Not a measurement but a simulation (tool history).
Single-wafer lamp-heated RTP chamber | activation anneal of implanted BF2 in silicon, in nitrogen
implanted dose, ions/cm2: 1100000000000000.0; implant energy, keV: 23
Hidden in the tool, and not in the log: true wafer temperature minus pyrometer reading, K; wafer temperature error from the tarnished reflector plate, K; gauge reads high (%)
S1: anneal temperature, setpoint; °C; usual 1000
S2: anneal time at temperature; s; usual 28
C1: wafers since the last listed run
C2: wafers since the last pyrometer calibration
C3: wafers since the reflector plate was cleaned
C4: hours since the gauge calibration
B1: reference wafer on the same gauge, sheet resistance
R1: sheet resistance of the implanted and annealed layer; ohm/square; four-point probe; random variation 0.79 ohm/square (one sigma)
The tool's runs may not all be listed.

run	hour	S1	S2	C1	C2	C3	C4	B1	R1
1	0	1000	18	0	373	1951	458.4	228.73	206.87
2	18.6	1000	18	233	606	2185	477	228.87	207.38
3	49.2	984	28	384	991	2569	507.6	229.02	220.59
4	84.2	1018	17	439	1430	3008	542.6	229.13	186.58
5	119.9	1018	17	448	1878	3457	578.3	228.68	185.09
6	137.3	1000	21	218	2097	3675	595.7	229.01	203.39
7	232.5	1023	28	1195	3292	4870	690.9	228.73	167.89
8	245.3	1023	28	160	3453	5031	703.7	229.07	167.05
9	261.2	1000	28	199	3653	5231	719.6	228.99	193.37
10	290.6	1000	28	369	4022	5600	749	229.27	192.72
11	302.9	1000	28	154	4176	5754	761.3	228.98	191.69
12	318.3	1000	28	193	4370	5948	776.7	229.22	193.89
# hour 324.9: gauge calibrated
13	345.8	1018	33	345	4715	6293	20.9	229.06	167.89
14	410	1000	16	806	5521	7099	85.1	228.98	206.58
15	428.6	1000	16	233	5755	7333	103.7	229.26	205.08
16	444.8	1000	16	203	5958	7536	119.9	229.13	205.85
17	459	1000	28	178	6136	7715	134.1	228.66	189.77
18	479.2	1017	28	253	6390	7968	154.3	229.11	171.16
19	504.3	1024	28	315	6705	8283	179.4	229	164.85
20	611.4	1000	28	1344	8050	9628	286.5	228.89	186.54
# hour 651.2: pyrometer window cleaned and pyrometer calibrated
21	651.7	986	28	405	5	10034	326.8	229.03	216.45
22	682.9	1018	17	391	397	10426	358	229.14	185.64
23	711.7	1024	21	361	759	10787	386.8	229.2	174.55
24	733.3	1000	28	271	1030	11058	408.4	228.98	195.58
25	748.9	988	28	195	1226	11254	424	228.98	212.26
# hour 777.2: reflector plate cleaned
26	820.9	1000	28	803	2029	548	496	228.92	195.1
27	840.6	983	28	247	2277	795	515.7	228.97	220.77
28	865.5	974	36	312	2590	1108	540.6	228.57	228.27
29	899.5	1000	11	426	3016	1535	574.6	229.2	217.58
30	913.6	991	28	177	3193	1712	588.7	229.23	205.9
31	936.3	1000	39	285	3479	1997	611.4	228.98	183.51
32	971.4	1000	28	440	3919	2437	646.5	229.02	192.56
33	995.5	1017	23	302	4222	2740	670.6	228.98	178.7
# hour 1017.4: gauge calibrated
34	1024.6	1000	19	365	4587	3105	7.2	228.78	203.3
35	1056.8	1014	19	404	4992	3510	39.4	229.33	183.56
36	1075.9	992	33	239	5231	3750	58.5	229.06	198.96
37	1099.2	978	18	292	5524	4042	81.8	229.21	236.05
38	1127.9	981	39	360	5884	4403	110.5	229.04	206.81

Forecast each of these 3 alternatives for the next run:
A	1128.3	1000	28	5	5889	4408	110.9	?	?
B	1128.3	1000	13	5	5889	4408	110.9	?	?
C	1128.3	983	20	5	5889	4408	110.9	?	?

run	B1	R1
A	228.82	189.49
B	228.82	210.06
C	228.82	223.83
Without the tool's hidden state the same runs would have given:
run	R1
A	194.67
B	215.32
C	230.05
